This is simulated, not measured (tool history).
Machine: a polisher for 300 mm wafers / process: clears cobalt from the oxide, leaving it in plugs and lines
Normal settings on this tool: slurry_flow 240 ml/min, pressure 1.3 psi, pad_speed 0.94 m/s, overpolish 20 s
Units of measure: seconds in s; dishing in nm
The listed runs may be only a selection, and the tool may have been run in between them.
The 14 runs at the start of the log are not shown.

run    hour  slurry_flow  pressure  pad_speed  overpolish  wafers since the last listed run  wafers polished on this pad  hours since the slurry nozzle was cleaned  hours since the head pressure was calibrated  incoming thickness of the incoming film, nm  seconds  dishing
 15   966.2          240       1.3       1.12          20                               838                         3280                                        324                                         167.4                                        220.6     75.7     19.2
     1003.4  -- worn pad replaced by a new one
 16  1039.5          240       1.3       0.74          20                               568                          296                                      397.3                                         240.7                                        217.6       96     18.4
 17  1137.9          240       1.3       0.94          20                               806                         1103                                      495.7                                         339.1                                        217.6     83.8     19.2
 18    1196          240       1.3       0.94          20                               476                         1579                                      553.8                                         397.2                                        224.9     89.7     18.3
 19  1256.5          240       1.3       0.94          20                               496                         2075                                      614.3                                         457.7                                        219.8       88     18.8
     1278.6  -- slurry nozzle cleaned
 20  1304.9          240       1.2       0.94          20                               388                         2464                                       26.3                                         506.1                                        219.4     88.1     18.7
 21  1350.7          240       1.6       0.94          25                               375                         2839                                       72.1                                         551.9                                        220.7     72.1     20.3
 22  1416.2          240       1.3       0.94          20                               537                         3377                                      137.6                                         617.4                                        219.6     86.9     18.8
     1492.4  -- worn pad replaced by a new one
 23  1500.3          275       1.3       0.82          20                               656                           64                                      221.7                                         701.5                                        218.5     91.1     18.9
 24  1568.2          175       0.9       0.74          10                               556                          621                                      289.6                                         769.4                                        217.8    132.4     11.3
 25  1627.3          240       1.3       0.94          20                               484                         1106                                      348.7                                         828.5                                        221.5     87.5     18.7
 26  1711.4          240       1.3       0.94          10                               689                         1795                                      432.8                                         912.6                                        221.9     92.6     14.2
       1715  -- head pressure recalibrated
 27  1797.9          240       1.6        0.8          30                               692                         2488                                      519.3                                          82.9                                        223.8     81.3     20.1
 28  1870.8          240       1.3       0.82          27                               597                         3086                                      592.2                                         155.8                                        221.5     94.8     19.1
     1961.6  -- slurry nozzle cleaned
 29  1969.8          305       1.5       1.04          13                               803                         3890                                        8.2                                         254.8                                        222.2     68.3     17.6
 30  2030.8          240       1.3       0.94          20                               500                         4390                                       69.2                                         315.8                                        220.3     79.2     18.8
     2049.5  -- worn pad replaced by a new one
 31  2086.4          280       1.7       1.08          20                               423                          302                                      124.8                                         371.4                                        220.3     61.5     19.7
 32  2186.5          240       1.1       0.94          29                               820                         1123                                      224.9                                         471.5                                        220.2     94.2     19.6
 33  2252.7          240         1       0.94          25                               542                         1666                                      291.1                                         537.7                                        222.6    102.3     19.1
 34    2355          240       1.3       0.94          20                               838                         2505                                      393.4                                           640                                        220.2     81.9       19

Alternative continuations, all from the tool just after run 34; predict every row:
  A  2355.4          240       1.3       0.76          20                                 3                         2508                                      393.8                                         640.4                                        222.9        ?        ?
  B  2355.4          270       1.3       0.72          20                                 3                         2508                                      393.8                                         640.4                                        222.9        ?        ?
  C  2355.4          305       1.3       1.08          20                                 3                         2508                                      393.8                                         640.4                                        222.9        ?        ?
  D  2355.4          320       1.3       1.14          20                                 3                         2508                                      393.8                                         640.4                                        222.9        ?        ?

run  seconds  dishing
  A     96.3     17.9
  B     97.8     17.8
  C     76.1     18.8
  D     73.2       19
With the hidden condition removed and each run's random variation left untouched, the same runs would have given:
run  seconds  dishing
  A     90.4     18.2
  B     91.9     18.1
  C     71.7       19
  D       69     19.1
